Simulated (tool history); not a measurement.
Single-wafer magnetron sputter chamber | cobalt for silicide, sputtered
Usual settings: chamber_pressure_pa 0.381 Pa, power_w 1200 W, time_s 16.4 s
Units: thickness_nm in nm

run,hour,chamber_pressure_pa,power_w,time_s,wafers since the last listed run,wafers on the sputter target,hours since the last manometer calibration,hours since the magnet pack was replaced,hours since the gauge calibration,"read-back reference wafer on the same gauge, thickness_nm",thickness_nm
1,0.0,0.381,1200,16.4,0,2356,1666.6,5208.6,352.6,9.217,10.204
2,26.7,0.381,1200,16.4,668,3025,1693.3,5235.3,379.3,9.213,10.220
3,39.7,0.381,1200,16.4,325,3351,1706.3,5248.3,392.3,9.208,10.226
4,64.4,0.381,1200,16.4,618,3969,1731.0,5273.0,417.0,9.190,10.180
5,80.9,0.381,1200,16.4,413,4382,1747.5,5289.5,433.5,9.188,10.221
6,100.2,0.290,1200,16.4,483,4866,1766.8,5308.8,452.8,9.183,10.429
7,125.7,0.290,1200,16.4,638,5504,1792.3,5334.3,478.3,9.176,10.448
8,150.1,0.290,1200,16.4,611,6116,1816.7,5358.7,502.7,9.146,10.396
9,176.7,0.381,1200,16.4,666,6782,1843.3,5385.3,529.3,9.134,10.121
10,210.8,0.381,1200,16.4,854,7636,1877.4,5419.4,563.4,9.123,10.100
# hour 232.9: sputter target and shields replaced
11,233.4,0.381,1200,16.4,365,12,1900.0,5442.0,586.0,9.102,10.138
12,249.7,0.381,1200,16.4,408,421,1916.3,5458.3,602.3,9.092,10.132
# hour 276.8: capacitance manometer re-zeroed and calibrated
13,277.3,0.381,1200,16.4,490,911,0.5,5485.9,629.9,9.075,10.034
14,297.7,0.381,1200,16.4,510,1422,20.9,5506.3,650.3,9.059,10.063
15,314.0,0.445,1200,15.0,408,1831,37.2,5522.6,666.6,9.046,9.069
16,339.3,0.381,1050,17.4,633,2464,62.5,5547.9,691.9,9.040,9.341
17,354.1,0.427,1500,14.7,370,2835,77.3,5562.7,706.7,9.020,11.096
18,371.4,0.381,1300,16.4,433,3268,94.6,5580.0,724.0,9.014,10.807
# hour 398.3: magnet pack replaced
19,398.8,0.459,1300,14.2,485,3754,122.0,0.5,751.4,8.998,9.183
20,420.7,0.381,1200,16.4,548,4303,143.9,22.4,773.3,8.979,9.995
# hour 424.8: gauge calibrated
21,444.0,0.381,1200,16.4,583,4886,167.2,45.7,19.2,9.324,10.303
22,458.3,0.265,1400,19.6,358,5244,181.5,60.0,33.5,9.323,15.013
# hour 509.9: sputter target and shields replaced
23,516.9,0.381,1000,13.9,1267,175,240.1,118.6,92.1,9.320,7.368
24,550.9,0.381,1200,16.4,851,1026,274.1,152.6,126.1,9.314,10.398
25,581.0,0.381,1200,16.4,753,1780,304.2,182.7,156.2,9.307,10.265
26,594.6,0.521,1200,16.4,340,2121,317.8,196.3,169.8,9.309,9.912
27,629.6,0.381,1200,16.4,876,2997,352.8,231.3,204.8,9.310,10.289
28,648.2,0.502,1200,16.4,465,3463,371.4,249.9,223.4,9.295,10.032

Forecast each of these 3 alternatives for the next run:
A,648.6,0.381,1200,16.4,10,3473,371.8,250.3,223.8,?,?
B,648.6,0.504,1000,14.0,10,3473,371.8,250.3,223.8,?,?
C,648.6,0.381,1200,13.5,10,3473,371.8,250.3,223.8,?,?

run,"read-back reference wafer on the same gauge, thickness_nm",thickness_nm
A,9.294,10.308
B,9.294,7.081
C,9.294,8.485
Without the tool's hidden state the same runs would have given:
run,thickness_nm
A,10.311
B,7.084
C,8.488

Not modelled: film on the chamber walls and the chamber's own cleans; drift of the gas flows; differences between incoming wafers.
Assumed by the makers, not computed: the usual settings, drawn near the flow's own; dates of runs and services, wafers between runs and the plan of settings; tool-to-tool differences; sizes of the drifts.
